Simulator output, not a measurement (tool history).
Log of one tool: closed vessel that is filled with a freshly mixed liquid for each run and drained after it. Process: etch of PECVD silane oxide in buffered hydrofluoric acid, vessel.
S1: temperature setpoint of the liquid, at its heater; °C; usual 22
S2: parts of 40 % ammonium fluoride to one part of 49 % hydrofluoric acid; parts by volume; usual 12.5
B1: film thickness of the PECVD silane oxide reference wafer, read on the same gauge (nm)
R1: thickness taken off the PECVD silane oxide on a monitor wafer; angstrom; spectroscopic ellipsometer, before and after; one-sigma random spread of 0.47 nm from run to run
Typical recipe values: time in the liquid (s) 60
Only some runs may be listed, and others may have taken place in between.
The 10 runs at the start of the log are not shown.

run 11 day=8.7 | S1=22 S2=12.5 time_in_the_liquid_(s)=60 | B1=140.02 | R1=1258.6
run 12 day=9.046 | S1=22 S2=12.5 time_in_the_liquid_(s)=60 | B1=140 | R1=1248.3
run 13 day=9.608 | S1=22 S2=12.5 time_in_the_liquid_(s)=60 | B1=139.99 | R1=1233.6
run 14 day=9.888 | S1=22 S2=12.5 time_in_the_liquid_(s)=60 | B1=140.03 | R1=1249.4
run 15 day=10.454 | S1=26.5 S2=14 time_in_the_liquid_(s)=80 | B1=139.99 | R1=1911.4
run 16 day=10.712 | S1=22 S2=12.5 time_in_the_liquid_(s)=60 | B1=140 | R1=1254.5
run 17 day=11.362 | S1=27 S2=10 time_in_the_liquid_(s)=75 | B1=140 | R1=2460.8
run 18 day=11.696 | S1=26 S2=12.5 time_in_the_liquid_(s)=80 | B1=140.01 | R1=2087.8
run 19 day=12.438 | S1=22 S2=9 time_in_the_liquid_(s)=45 | B1=139.99 | R1=1264.8
run 20 day=12.804 | S1=22 S2=12.5 time_in_the_liquid_(s)=60 | B1=139.99 | R1=1257.2
run 21 day=13.379 | S1=24 S2=8 time_in_the_liquid_(s)=60 | B1=139.99 | R1=2140.3
run 22 day=13.729 | S1=22 S2=12.5 time_in_the_liquid_(s)=30 | B1=140.01 | R1=627.4
-- day=14.129 hydrofluoric acid flow meter replaced
-- day=14.396 thermometer replaced
run 23 day=14.417 | S1=17.5 S2=11 time_in_the_liquid_(s)=45 | B1=140.03 | R1=644.6
run 24 day=14.871 | S1=22 S2=12.5 time_in_the_liquid_(s)=60 | B1=140 | R1=973.4
run 25 day=15.175 | S1=18.5 S2=12.5 time_in_the_liquid_(s)=80 | B1=140 | R1=1079.2
run 26 day=15.792 | S1=22 S2=12.5 time_in_the_liquid_(s)=60 | B1=140.01 | R1=981.5
run 27 day=16.521 | S1=27 S2=10 time_in_the_liquid_(s)=75 | B1=140.01 | R1=2010.2
run 28 day=18.412 | S1=26 S2=12.5 time_in_the_liquid_(s)=85 | B1=140 | R1=1747.6
run 29 day=18.808 | S1=22 S2=12.5 time_in_the_liquid_(s)=60 | B1=140 | R1=981.6
run 30 day=19.525 | S1=22 S2=12.5 time_in_the_liquid_(s)=45 | B1=139.98 | R1=746.8
run 31 day=20.183 | S1=22 S2=12.5 time_in_the_liquid_(s)=60 | B1=140.03 | R1=1002.6

Below are 5 alternative next runs, each starting from the tool's condition after run 31. Predict each:
run A day=20.212 | S1=18.5 S2=12.5 time_in_the_liquid_(s)=60 | B1=? | R1=?
run B day=20.212 | S1=17 S2=16.5 time_in_the_liquid_(s)=60 | B1=? | R1=?
run C day=20.212 | S1=17.5 S2=8.5 time_in_the_liquid_(s)=85 | B1=? | R1=?
run D day=20.212 | S1=22 S2=8 time_in_the_liquid_(s)=40 | B1=? | R1=?
run E day=20.212 | S1=22 S2=12.5 time_in_the_liquid_(s)=75 | B1=? | R1=?

run=A B1=139.99 R1=822.8
run=B B1=139.99 R1=575.2
run=C B1=139.99 R1=1559
run=D B1=139.99 R1=1007.9
run=E B1=139.99 R1=1250.5
The same runs, with their run-to-run variation unchanged, on a tool lacking any hidden condition would have given:
run=A R1=802.9
run=B R1=561.1
run=C R1=1519.6
run=D R1=982.8
run=E R1=1220.7

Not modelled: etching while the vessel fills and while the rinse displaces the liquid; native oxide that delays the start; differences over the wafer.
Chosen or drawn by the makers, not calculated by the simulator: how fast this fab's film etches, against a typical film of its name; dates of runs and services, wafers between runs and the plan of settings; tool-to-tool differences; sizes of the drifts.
